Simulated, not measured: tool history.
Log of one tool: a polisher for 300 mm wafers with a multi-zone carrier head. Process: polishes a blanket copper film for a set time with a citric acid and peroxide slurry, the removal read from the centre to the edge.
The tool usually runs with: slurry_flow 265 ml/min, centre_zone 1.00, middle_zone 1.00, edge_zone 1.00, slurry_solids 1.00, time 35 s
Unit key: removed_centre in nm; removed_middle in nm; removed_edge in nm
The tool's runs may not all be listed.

run	hour	slurry_flow	centre_zone	middle_zone	edge_zone	slurry_solids	time	wafers since the last listed run	wafers polished on this pad	hours since the slurry nozzle was cleaned	hours since the centre zone pressure was calibrated	hours since the edge zone pressure was calibrated	hours since the carrier head's membrane was replaced	incoming thickness of the incoming film, nm	removed_centre	removed_middle	removed_edge
1	0.0	210	1.12	1.00	1.00	0.80	35	0	5225	567.6	65.9	397.7	188.5	780.9	67.6	59.5	60.6
# hour 38.1: worn pad replaced by a new one
2	51.7	265	1.00	1.00	1.00	1.00	35	624	177	619.3	117.6	449.4	240.2	789.8	64.3	62.9	62.6
# hour 53.7: slurry nozzle cleaned
3	92.7	265	1.00	1.00	1.00	1.00	35	524	702	39.0	158.6	490.4	281.2	784.1	64.5	63.1	62.8
4	144.6	355	1.04	1.00	1.05	1.00	35	679	1381	90.9	210.5	542.3	333.1	794.8	68.0	63.6	64.9
# hour 156.7: edge zone pressure recalibrated
5	209.7	265	1.00	1.00	1.00	1.20	35	826	2208	156.0	275.6	53.0	398.2	796.3	65.7	64.1	65.2
6	268.6	265	1.03	1.00	1.00	1.00	35	771	2980	214.9	334.5	111.9	457.1	801.0	66.3	61.9	62.4
# hour 292.5: carrier head's membrane replaced by a new one
7	304.0	265	1.12	1.00	0.89	1.20	35	398	3378	250.3	369.9	147.3	11.5	797.8	71.5	63.1	60.4
8	372.8	265	1.00	1.00	1.00	1.00	35	901	4280	319.1	438.7	216.1	80.3	804.8	63.6	62.8	63.0
9	425.8	265	1.07	0.92	1.00	1.10	29	694	4974	372.1	491.7	269.1	133.3	793.0	56.5	50.2	52.1
10	486.7	265	1.00	1.00	0.94	1.15	35	797	5772	433.0	552.6	330.0	194.2	793.1	65.3	64.0	62.5
# hour 511.5: worn pad replaced by a new one
11	527.2	200	1.00	1.00	0.92	1.00	35	478	205	473.5	593.1	370.5	234.7	788.7	61.3	61.4	58.5
# hour 544.5: slurry nozzle cleaned
12	590.4	265	1.00	1.00	1.00	1.00	35	814	1020	45.9	656.3	433.7	297.9	782.0	64.2	62.0	64.0
13	655.5	265	1.00	0.91	1.00	1.00	41	852	1873	111.0	721.4	498.8	363.0	793.9	74.7	69.2	74.3
# hour 690.3: edge zone pressure recalibrated
14	696.3	265	1.00	1.04	1.00	1.15	43	508	2381	151.8	762.2	6.0	403.8	798.8	79.4	79.1	78.4
# hour 851.6: carrier head's membrane replaced by a new one
15	908.9	265	1.00	1.00	1.00	1.30	35	2719	5101	364.4	974.8	218.6	57.3	777.9	64.8	62.7	66.3
16	945.9	265	1.00	1.00	1.00	1.10	35	484	5586	401.4	1011.8	255.6	94.3	776.7	63.4	64.6	64.7
17	1011.9	265	1.00	1.00	1.00	1.00	35	864	6451	467.4	1077.8	321.6	160.3	784.2	62.5	61.9	62.6
# hour 1048.6: worn pad replaced by a new one
18	1066.0	265	1.00	1.00	1.00	1.00	44	656	227	521.5	1131.9	375.7	214.4	793.1	77.7	78.2	78.9
# hour 1085.3: slurry nozzle cleaned
19	1104.4	265	1.00	1.00	1.00	1.00	44	490	717	19.1	1170.3	414.1	252.8	777.0	77.5	77.7	78.4
20	1146.4	355	0.96	1.00	1.00	1.00	35	550	1267	61.1	1212.3	456.1	294.8	785.5	60.7	63.4	63.5
# hour 1191.4: edge zone pressure recalibrated
21	1260.7	265	1.07	1.00	1.00	1.00	25	1471	2739	175.4	1326.6	69.3	409.1	779.0	46.1	44.5	45.4

Selected run-to-run steps in removed_centre, each split into two signed amounts: the part the tool would show with no hidden state at all (from settings, incoming material and random variation), and the remainder, which goes to the hidden state together with any gauge scatter not common to the measured and the hidden-state-free results:
The hidden state here: removal rate lost through wear of the pad, %; slurry flow missing at the pad, %; deviation of the centre zone's pressure from its setpoint, %; deviation of the edge zone's pressure from its setpoint, %.
Run 14 -> 15: middle_zone 1.04 -> 1.00, slurry_solids 1.15 -> 1.30, time 43 -> 35, carrier head's membrane replaced by a new one. removed_centre -14.6 nm: hidden state -0.5, all else -14.1.
Run 17 -> 18: time 35 -> 44, worn pad replaced by a new one. removed_centre +15.2 nm: hidden state -0.8, all else +16.0.
Run 19 -> 20: slurry_flow 265 -> 355, centre_zone 1.00 -> 0.96, time 44 -> 35. removed_centre -16.8 nm: hidden state +0.4, all else -17.2.
